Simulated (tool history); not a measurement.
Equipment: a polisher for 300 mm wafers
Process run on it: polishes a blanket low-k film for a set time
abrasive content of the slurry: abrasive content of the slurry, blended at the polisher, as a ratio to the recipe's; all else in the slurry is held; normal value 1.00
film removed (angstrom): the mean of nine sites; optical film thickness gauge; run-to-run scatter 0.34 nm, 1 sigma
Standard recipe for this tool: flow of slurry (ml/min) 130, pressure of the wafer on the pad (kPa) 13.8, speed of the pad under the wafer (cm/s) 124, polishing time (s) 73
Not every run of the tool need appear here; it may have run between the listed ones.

run,hour,flow of slurry (ml/min),pressure of the wafer on the pad (kPa),speed of the pad under the wafer (cm/s),abrasive content of the slurry,polishing time (s),wafers since the last listed run,wafers polished on this pad,hours since the slurry nozzle was cleaned,hours since the head pressure was calibrated,hours since the slurry blender was calibrated,hours since the conditioning disc was replaced,"incoming thickness of the incoming film, nm",film removed (angstrom)
1,0.0,130,13.8,124,1.00,73,0,571,260.7,1057.8,359.7,111.3,303.1,367
# hour 3.9: conditioning disc replaced and pad reconditioned
2,14.9,130,13.8,148,1.00,73,86,657,275.6,1072.7,374.6,11.0,311.3,408
3,22.4,130,13.8,148,1.00,73,50,708,283.1,1080.2,382.1,18.5,310.8,404
4,31.6,130,13.8,124,1.00,73,61,770,292.3,1089.4,391.3,27.7,304.9,369
# hour 41.7: worn pad replaced by a new one
5,42.2,130,13.8,124,1.00,73,44,3,302.9,1100.0,401.9,38.3,308.3,363
6,47.1,130,13.8,92,1.00,73,32,36,307.8,1104.9,406.8,43.2,305.3,320
7,56.0,130,13.8,124,1.00,73,59,96,316.7,1113.8,415.7,52.1,310.3,372
8,73.8,130,13.8,124,1.00,73,119,215,334.5,1131.6,433.5,69.9,306.3,364
# hour 78.1: slurry blender recalibrated
9,91.7,130,13.8,124,1.00,73,106,322,352.4,1149.5,13.6,87.8,304.5,371
# hour 101.9: conditioning disc replaced and pad reconditioned
10,102.4,130,9.7,124,0.80,64,58,381,363.1,1160.2,24.3,0.5,307.5,210
11,117.0,130,17.2,124,1.00,51,98,479,377.7,1174.8,38.9,15.1,310.4,322
# hour 121.5: slurry nozzle cleaned
12,134.5,100,11.0,104,1.00,87,110,590,13.0,1192.3,56.4,32.6,312.7,313
13,150.0,130,13.8,148,1.00,73,104,694,28.5,1207.8,71.9,48.1,307.1,409
# hour 162.2: worn pad replaced by a new one
14,162.7,130,13.8,156,1.00,73,58,3,41.2,1220.5,84.6,60.8,311.2,418
15,177.5,130,10.3,124,1.00,91,99,102,56.0,1235.3,99.4,75.6,314.7,345
16,183.9,130,13.8,124,1.00,87,43,145,62.4,1241.7,105.8,82.0,314.9,437
17,199.0,130,13.8,156,1.00,73,101,247,77.5,1256.8,120.9,97.1,304.8,421
18,205.8,130,13.8,148,1.00,73,45,293,84.3,1263.6,127.7,103.9,311.1,403
19,213.5,130,9.7,124,1.00,73,51,344,92.0,1271.3,135.4,111.6,308.9,259
# hour 216.8: head pressure recalibrated
# hour 222.1: conditioning disc replaced and pad reconditioned
20,223.3,130,16.5,124,1.15,73,38,383,101.8,6.5,145.2,1.2,307.4,466
21,238.3,130,10.3,124,1.25,81,100,484,116.8,21.5,160.2,16.2,311.7,332
22,254.8,130,13.8,124,1.00,73,110,595,133.3,38.0,176.7,32.7,308.6,367
23,261.8,130,17.2,124,1.00,73,47,642,140.3,45.0,183.7,39.7,309.4,469

Run 24, settings as shown, results not yet in. Your forecast:
24,274.4,110,9.0,124,0.75,95,84,727,152.9,57.6,196.3,52.3,305.7,?

{"run 24": {"film removed (angstrom)": 279}}
Take away the tool's hidden state, keep the run-to-run variation as it was, and the same run would have given film removed (angstrom) 279.
